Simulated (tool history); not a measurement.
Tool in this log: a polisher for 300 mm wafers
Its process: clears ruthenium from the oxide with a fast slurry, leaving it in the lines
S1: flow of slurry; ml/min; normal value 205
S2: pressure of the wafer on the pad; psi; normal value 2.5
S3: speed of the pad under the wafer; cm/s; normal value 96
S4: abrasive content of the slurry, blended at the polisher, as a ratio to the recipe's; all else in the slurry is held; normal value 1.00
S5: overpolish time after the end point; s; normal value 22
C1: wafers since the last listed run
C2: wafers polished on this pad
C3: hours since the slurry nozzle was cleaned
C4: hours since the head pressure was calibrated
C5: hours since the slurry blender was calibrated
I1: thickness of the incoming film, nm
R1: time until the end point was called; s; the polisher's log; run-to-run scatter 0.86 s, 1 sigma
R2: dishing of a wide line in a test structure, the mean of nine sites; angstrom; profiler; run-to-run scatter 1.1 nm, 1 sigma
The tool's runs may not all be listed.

run	day	S1	S2	S3	S4	S5	C1	C2	C3	C4	C5	I1	R1	R2
1	0.000	205	2.5	96	1.00	22	0	1137	369.9	157.8	47.9	179.3	46.7	552
# day 2.512: worn pad replaced by a new one
2	2.754	205	2.5	96	1.00	22	494	46	436.0	223.9	114.0	179.9	47.0	543
# day 3.979: slurry blender recalibrated
3	5.125	205	2.5	96	1.00	22	436	483	492.9	280.8	27.5	182.2	48.3	531
4	6.642	205	2.5	96	1.00	22	289	773	529.3	317.2	63.9	179.0	48.1	538
5	8.575	205	2.5	96	1.00	22	369	1142	575.7	363.6	110.3	181.2	48.2	553
# day 9.804: slurry blender recalibrated
# day 10.950: worn pad replaced by a new one
6	11.046	205	2.5	96	1.00	22	424	18	635.0	422.9	29.8	178.1	47.0	545
7	12.633	205	2.5	96	1.00	22	303	321	673.1	461.0	67.9	179.3	46.2	531
8	14.262	205	2.5	96	1.00	22	311	632	712.2	500.1	107.0	180.7	46.9	546
9	15.379	230	2.5	96	0.90	26	213	846	739.0	526.9	133.8	180.8	48.1	579
10	16.758	205	2.5	96	1.15	22	263	1109	772.1	560.0	166.9	181.3	44.1	575
# day 16.850: slurry blender recalibrated
11	17.871	205	2.5	84	1.00	22	196	1306	798.8	586.7	24.5	178.8	51.8	494
# day 18.712: slurry nozzle cleaned
# day 18.775: head pressure recalibrated
# day 19.112: worn pad replaced by a new one
12	20.217	205	2.5	82	1.00	22	396	210	36.1	34.6	80.8	178.6	53.1	478
13	21.288	175	1.8	74	1.00	22	204	415	61.8	60.3	106.5	178.1	85.7	349
14	23.083	205	2.5	96	1.00	22	342	758	104.9	103.4	149.6	180.3	46.6	537
# day 23.679: slurry blender recalibrated
# day 26.283: worn pad replaced by a new one
# day 29.204: slurry blender recalibrated
15	29.358	205	2.5	96	1.00	22	1134	571	255.5	254.0	3.7	182.1	48.2	544
16	31.746	170	2.5	96	0.90	22	455	1027	312.8	311.3	61.0	178.2	50.2	505

Consider 4 possible next runs. They are alternatives, not a sequence: every one starts from the tool as it was left by run 16. What does each give?
A	31.762	205	2.5	96	1.00	22	3	1030	313.2	311.7	61.4	177.6	?	?
B	31.762	255	2.5	80	1.20	14	3	1030	313.2	311.7	61.4	177.6	?	?
C	31.762	170	1.8	72	1.00	22	3	1030	313.2	311.7	61.4	177.6	?	?
D	31.762	170	3.2	96	0.80	9	3	1030	313.2	311.7	61.4	177.6	?	?

run	R1	R2
A	45.2	558
B	47.9	386
C	84.4	353
D	40.8	308
Without the tool's hidden state the same runs would have given:
run	R1	R2
A	45.2	558
B	47.9	386
C	84.4	353
D	40.8	308
